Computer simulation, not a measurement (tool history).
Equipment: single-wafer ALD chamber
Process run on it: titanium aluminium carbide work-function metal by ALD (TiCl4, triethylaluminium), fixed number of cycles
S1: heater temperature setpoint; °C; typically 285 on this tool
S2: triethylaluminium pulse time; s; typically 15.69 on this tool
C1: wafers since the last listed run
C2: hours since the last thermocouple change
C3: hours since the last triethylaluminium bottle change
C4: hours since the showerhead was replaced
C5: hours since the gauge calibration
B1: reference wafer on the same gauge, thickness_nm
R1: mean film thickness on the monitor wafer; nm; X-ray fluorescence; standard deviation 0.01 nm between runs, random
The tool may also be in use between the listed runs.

run	hour	S1	S2	C1	C2	C3	C4	C5	B1	R1
1	0	285	15.69	0	890.3	823.3	3687.5	1917.7	2.18	2.14
2	50.4	285	15.69	516	940.7	873.7	3737.9	1968.1	2.179	2.138
3	100.2	285	15.69	509	990.5	923.5	3787.7	2017.9	2.18	2.121
4	143	285	15.69	438	1033.3	966.3	3830.5	2060.7	2.18	2.162
5	199.4	285	15.69	577	1089.7	1022.7	3886.9	2117.1	2.181	2.12
6	313.1	285	20.22	1164	1203.4	1136.4	4000.6	2230.8	2.179	2.137
7	378.3	285	20.22	667	1268.6	1201.6	4065.8	2296	2.18	2.13
8	424.6	285	15.69	474	1314.9	1247.9	4112.1	2342.3	2.18	2.131
9	461.5	285	15.69	377	1351.8	1284.8	4149	2379.2	2.181	2.112
10	494.2	285	13.55	334	1384.5	1317.5	4181.7	2411.9	2.18	2.109
# hour 515.7: thermocouple changed; heater temperature recalibrated
11	520.3	285	13.55	185	4.6	1343.6	4207.8	2438	2.181	2.14
12	545.8	285	15.69	261	30.1	1369.1	4233.3	2463.5	2.179	2.15
# hour 563.3: showerhead replaced
13	587.7	272	18.22	347	72	1411	24.4	2505.4	2.181	2.061
14	642.7	279	12.85	563	127	1466	79.4	2560.4	2.182	2.094
15	676.6	285	15.69	347	160.9	1499.9	113.3	2594.3	2.179	2.161
16	711.3	285	15.69	355	195.6	1534.6	148	2629	2.178	2.17
17	747.1	285	15.69	366	231.4	1570.4	183.8	2664.8	2.18	2.165
18	777.1	285	15.69	307	261.4	1600.4	213.8	2694.8	2.18	2.15
# hour 813.7: gauge calibrated
19	876.5	285	12.04	1017	360.8	1699.8	313.2	62.8	2.18	2.129
20	930.6	271	21.63	553	414.9	1753.9	367.3	116.9	2.182	2.046
21	974.3	285	15.69	447	458.6	1797.6	411	160.6	2.181	2.143
# hour 1002.3: triethylaluminium bottle replaced
22	1044.7	281	15.69	638	529	42.4	481.4	231	2.178	2.104
23	1079.2	285	15.69	353	563.5	76.9	515.9	265.5	2.181	2.146
24	1167.6	279	15.69	905	651.9	165.3	604.3	353.9	2.18	2.09
25	1223.4	289	15.69	571	707.7	221.1	660.1	409.7	2.18	2.205
26	1273.5	279	13.88	512	757.8	271.2	710.2	459.8	2.179	2.095
27	1335.8	278	19.28	637	820.1	333.5	772.5	522.1	2.178	2.092
28	1380.2	279	12.87	454	864.5	377.9	816.9	566.5	2.18	2.083
29	1442	285	15.69	632	926.3	439.7	878.7	628.3	2.177	2.133
30	1481.1	291	10.48	400	965.4	478.8	917.8	667.4	2.182	2.132
31	1525.9	275	10.07	458	1010.2	523.6	962.6	712.2	2.18	1.979
32	1570.7	285	15.69	458	1055	568.4	1007.4	757	2.18	2.133
33	1608.8	291	17.66	390	1093.1	606.5	1045.5	795.1	2.18	2.178

Exercise: give the hidden state of the tool at every run:
triethylaluminium dose above that of a fresh bottle (%): 0 across all the runs
gauge reads high (%): 0 across all the runs
H1: wafer temperature above the value expected at the setpoint (K)
run	H1
1	-1.45
2	-1.7
3	-1.96
4	-2.19
5	-2.5
6	-3.2
7	-3.63
8	-3.94
9	-4.21
10	-4.44
11	0.313
12	0.311
13	0.3
14	0.271
15	0.245
16	0.212
17	0.171
18	0.132
19	-0.0327
20	-0.144
21	-0.246
22	-0.431
23	-0.531
24	-0.817
25	-1.02
26	-1.21
27	-1.48
28	-1.67
29	-1.97
30	-2.17
31	-2.4
32	-2.65
33	-2.86

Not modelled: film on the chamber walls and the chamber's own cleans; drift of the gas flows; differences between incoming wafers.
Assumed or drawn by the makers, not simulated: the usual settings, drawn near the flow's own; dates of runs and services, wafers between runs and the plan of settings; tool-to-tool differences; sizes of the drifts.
